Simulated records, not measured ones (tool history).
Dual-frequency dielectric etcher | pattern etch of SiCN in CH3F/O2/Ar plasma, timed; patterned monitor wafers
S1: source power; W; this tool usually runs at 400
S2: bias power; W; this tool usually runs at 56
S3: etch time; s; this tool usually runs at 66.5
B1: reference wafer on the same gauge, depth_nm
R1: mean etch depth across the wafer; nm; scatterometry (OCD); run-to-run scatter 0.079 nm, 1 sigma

| run | hour | S1 | S2 | S3 | B1 | R1 |
|---|---|---|---|---|---|---|
| 1 | 0.0 | 400 | 56 | 66.5 | 25.32 | 24.42 |
| 2 | 47.2 | 400 | 64 | 66.5 | 25.30 | 25.86 |
| 3 | 82.2 | 400 | 64 | 66.5 | 25.29 | 25.70 |
| 4 | 148.0 | 400 | 64 | 66.5 | 25.32 | 25.67 |
| 5 | 212.5 | 400 | 46 | 66.5 | 25.31 | 22.61 |
| 6 | 241.0 | 450 | 56 | 66.5 | 25.30 | 25.49 |
| 7 | 287.8 | 400 | 56 | 66.5 | 25.31 | 24.47 |
| 8 | 319.4 | 400 | 56 | 66.5 | 25.28 | 24.47 |
|  | 346.5 | wet clean of the chamber |
| 9 | 367.0 | 400 | 56 | 66.5 | 25.30 | 24.34 |
| 10 | 396.0 | 400 | 65 | 66.5 | 25.29 | 25.85 |
| 11 | 426.1 | 400 | 65 | 66.5 | 25.29 | 25.93 |
|  | 455.5 | upper electrode replaced |
| 12 | 483.7 | 400 | 65 | 66.5 | 25.31 | 25.91 |
|  | 491.1 | bias power generator calibrated |
| 13 | 512.3 | 400 | 56 | 66.5 | 25.29 | 24.35 |
|  | 525.1 | source power generator calibrated |
| 14 | 559.6 | 500 | 64 | 82.0 | 25.32 | 34.33 |
| 15 | 597.1 | 320 | 65 | 59.5 | 25.29 | 21.22 |
| 16 | 665.3 | 400 | 56 | 56.0 | 25.33 | 20.55 |
| 17 | 722.0 | 400 | 64 | 66.5 | 25.29 | 25.72 |
| 18 | 749.7 | 400 | 56 | 66.5 | 25.30 | 24.41 |
|  | 783.7 | gauge calibrated |
| 19 | 789.0 | 400 | 62 | 81.0 | 25.28 | 30.93 |
| 20 | 818.5 | 400 | 56 | 66.5 | 25.30 | 24.25 |
| 21 | 853.6 | 400 | 49 | 74.5 | 25.31 | 26.00 |
| 22 | 896.1 | 400 | 66 | 66.5 | 25.31 | 26.10 |
|  | 929.0 | wet clean of the chamber |
| 23 | 957.4 | 400 | 56 | 47.0 | 25.28 | 17.25 |

Estimate the outcome of run 24 from the log above:
| 24 | 1028.9 | 330 | 60 | 57.0 | ? | ? |

B1: 25.28
R1: 20.01 nm
Minus the tool's unlogged condition, the same run would have read R1 20.01 nm.

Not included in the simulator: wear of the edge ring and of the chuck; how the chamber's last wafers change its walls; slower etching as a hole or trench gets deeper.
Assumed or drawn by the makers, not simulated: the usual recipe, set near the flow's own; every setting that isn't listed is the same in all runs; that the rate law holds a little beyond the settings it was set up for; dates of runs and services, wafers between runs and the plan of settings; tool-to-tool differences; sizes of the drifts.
